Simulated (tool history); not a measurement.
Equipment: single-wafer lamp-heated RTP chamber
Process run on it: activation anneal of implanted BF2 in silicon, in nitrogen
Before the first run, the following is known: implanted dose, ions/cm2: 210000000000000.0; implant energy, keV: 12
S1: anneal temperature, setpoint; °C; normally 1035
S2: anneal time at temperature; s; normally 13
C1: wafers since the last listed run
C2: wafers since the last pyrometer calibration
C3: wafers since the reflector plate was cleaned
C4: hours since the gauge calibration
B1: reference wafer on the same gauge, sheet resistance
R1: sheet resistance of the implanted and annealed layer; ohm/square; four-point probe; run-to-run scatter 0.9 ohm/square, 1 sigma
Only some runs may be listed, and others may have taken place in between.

run     day    S1  S2    C1    C2    C3      C4      B1      R1
  1       0  1046  13     0   107  1066   532.3  697.58  600.56
  2   1.475  1035  13   395   503  1462   567.7  697.73  603.39
  3   1.988  1045  13   137   640  1600     580   697.6  601.64
  4   3.079  1045  13   292   933  1893   606.2  698.54  601.43
  5   3.808  1035  13   195  1129  2089   623.7  698.08  603.26
  6   4.554  1035  13   200  1329  2289   641.6  698.08  602.39
  7   5.783  1056  13   329  1659  2619   671.1  698.57  597.55
  8   6.917  1035  13   304  1963  2923   698.3  698.48  603.21
  9    8.25  1035  13   357  2321  3281   730.3  698.67  604.12
 10   8.921  1035  13   180  2501  3461   746.4  699.29  604.56
 11   9.892  1022  11   260  2762  3721   769.7  698.83  610.45
 12   10.45  1035  17   149  2912  3871   783.1  699.49  599.07
 13  11.133  1035  17   183  3095  4055   799.5  699.72  599.93
 14  11.788  1024  13   175  3271  4230   815.2  699.66  607.92
 15  12.942  1024  13   309  3580  4540   842.9  699.86   608.7
 16  13.938  1025  10   267  3848  4807   866.8  699.81   610.4
 17  14.904  1055  20   259  4107  5067     890  700.11  594.47
 18  15.717  1035  13   218  4325  5285   909.5  700.74  605.07
 19  16.254  1035   9   144  4469  5429   922.4  700.72  609.13
 20  17.662  1035  13   377  4847  5807   956.2  701.07  605.85
 21  21.021  1035   7   901  5749  6708  1036.8  701.51  615.21
     22.108  -- pyrometer window cleaned and pyrometer calibrated
 22  22.608  1058  13   336   133  7045  1074.9  701.75  601.55
 23  23.704  1035  13   294   427  7339  1101.2  702.41  604.95
 24  24.733  1012   8   276   704  7615  1125.9  702.79  618.01
     25.246  -- reflector plate cleaned
 25  26.075  1013  13   270   974   222  1158.1  702.98  614.25
 26    26.9  1035   9   221  1196   443  1177.9  703.32  612.67
 27  27.958  1048  20   284  1480   727  1203.3  703.47  598.88
 28  28.971  1006  18   271  1751   999  1227.6  703.78  613.38
 29  29.912  1010  13   252  2004  1252  1250.2  703.75  616.79
 30  31.088  1008   5   315  2319  1567  1278.4  704.57  622.75
       32.2  -- gauge calibrated
 31  33.729  1015   8   709  3028  2276    36.7  697.72   612.4
 32  34.808  1045   7   289  3318  2566    62.6  697.55  608.16
 33  37.729  1035  13   783  4102  3350   132.7  697.92  604.03
 34  41.842  1035  20  1103  5206  4454   231.4  698.15  595.72
 35  42.462  1052  13   166  5372  4620   246.3  698.16  600.21
 36  43.058  1035   7   159  5532  4780   260.6  697.95  610.58

The tool's hidden state at each run:
true wafer temperature minus pyrometer reading, K: 0, the same for each run
wafer temperature error from the tarnished reflector plate, K: 0, the same for each run
H1: gauge reads high (%)
run      H1
  1  0.0755
  2   0.105
  3   0.116
  4    0.14
  5   0.156
  6   0.174
  7   0.203
  8   0.232
  9   0.267
 10   0.285
 11   0.312
 12   0.328
 13   0.348
 14   0.367
 15   0.402
 16   0.434
 17   0.465
 18   0.492
 19    0.51
 20   0.558
 21   0.681
 22   0.743
 23   0.787
 24   0.829
 25   0.885
 26    0.92
 27   0.967
 28    1.01
 29    1.05
 30    1.11
 31    0.11
 32   0.112
 33   0.123
 34    0.15
 35   0.156
 36   0.161

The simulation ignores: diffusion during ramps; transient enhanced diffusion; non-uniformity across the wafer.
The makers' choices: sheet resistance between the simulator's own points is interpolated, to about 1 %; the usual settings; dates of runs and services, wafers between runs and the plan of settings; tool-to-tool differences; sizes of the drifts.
